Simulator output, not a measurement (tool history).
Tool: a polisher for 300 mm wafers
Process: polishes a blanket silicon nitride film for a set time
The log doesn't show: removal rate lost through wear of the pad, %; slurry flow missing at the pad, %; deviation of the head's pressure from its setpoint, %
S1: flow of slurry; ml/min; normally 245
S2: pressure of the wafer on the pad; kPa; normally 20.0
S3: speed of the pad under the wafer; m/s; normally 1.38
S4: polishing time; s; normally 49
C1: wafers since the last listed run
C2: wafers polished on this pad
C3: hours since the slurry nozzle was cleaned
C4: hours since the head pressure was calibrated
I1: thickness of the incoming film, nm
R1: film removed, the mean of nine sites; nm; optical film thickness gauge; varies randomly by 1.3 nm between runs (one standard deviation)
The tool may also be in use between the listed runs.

run,hour,S1,S2,S3,S4,C1,C2,C3,C4,I1,R1
1,0.0,245,20.0,1.38,49,0,1364,52.1,667.0,830.9,83.2
2,107.2,245,20.0,1.38,49,1002,2367,159.3,774.2,818.4,81.4
# hour 202.9: worn pad replaced by a new one
3,211.9,245,20.0,1.38,49,942,84,264.0,878.9,820.8,82.9
4,316.9,245,20.0,1.38,57,982,1066,369.0,983.9,808.0,96.2
5,376.3,245,20.0,1.38,57,555,1622,428.4,1043.3,804.2,95.3
# hour 383.2: head pressure recalibrated
# hour 401.4: slurry nozzle cleaned
# hour 616.0: worn pad replaced by a new one
6,652.8,245,20.0,1.38,54,2521,344,251.4,269.6,826.9,94.2
7,716.6,245,20.0,1.12,49,596,941,315.2,333.4,824.3,73.5
8,781.8,245,20.0,1.12,49,609,1551,380.4,398.6,818.0,72.3
9,870.4,245,20.0,1.12,49,828,2380,469.0,487.2,828.0,71.3
10,935.9,245,20.0,1.38,61,612,2992,534.5,552.7,826.0,103.0
# hour 951.7: slurry nozzle cleaned
11,993.9,245,20.0,1.38,49,533,3526,42.2,610.7,822.3,80.0
# hour 1004.0: worn pad replaced by a new one
12,1077.7,245,20.0,1.38,49,746,689,126.0,694.5,815.7,84.7
13,1170.9,170,14.5,1.60,35,871,1560,219.2,787.7,825.7,48.9
14,1227.5,245,20.0,1.38,49,529,2090,275.8,844.3,832.4,83.2
15,1309.7,180,20.0,1.76,39,768,2859,358.0,926.5,825.0,78.5
# hour 1350.2: worn pad replaced by a new one
16,1355.8,185,24.8,0.92,39,393,52,404.1,972.6,826.5,59.0
# hour 1436.5: head pressure recalibrated
17,1451.3,245,14.5,1.38,49,874,926,499.6,14.8,837.6,65.2
# hour 1482.0: slurry nozzle cleaned
18,1527.9,210,20.0,1.38,57,707,1633,45.9,91.4,829.6,102.4
19,1582.6,245,20.0,1.38,49,511,2145,100.6,146.1,824.1,84.0
20,1688.5,330,22.1,1.76,36,990,3136,206.5,252.0,825.3,85.4
# hour 1744.8: worn pad replaced by a new one
21,1760.4,245,20.0,1.38,43,635,145,278.4,323.9,817.6,76.8
22,1798.1,245,20.0,1.38,49,352,498,316.1,361.6,824.5,89.6
23,1853.4,210,20.0,1.38,58,517,1015,371.4,416.9,829.9,101.5
24,1906.1,320,20.0,1.62,49,492,1508,424.1,469.6,826.9,97.1

5 ways to go on from here, each from the tool as it stands after run 24. What would each give?
A,1906.5,245,20.0,1.38,49,3,1512,424.5,470.0,824.5,?
B,1906.5,245,24.1,0.92,54,3,1512,424.5,470.0,824.5,?
C,1906.5,245,20.0,1.60,49,3,1512,424.5,470.0,824.5,?
D,1906.5,270,20.0,1.58,43,3,1512,424.5,470.0,824.5,?
E,1906.5,275,15.2,1.02,62,3,1512,424.5,470.0,824.5,?

run,R1
A,85.6
B,82.6
C,96.2
D,84.1
E,65.5
Without the tool's hidden state the same runs would have given:
run,R1
A,91.4
B,88.2
C,102.7
D,89.9
E,70.0
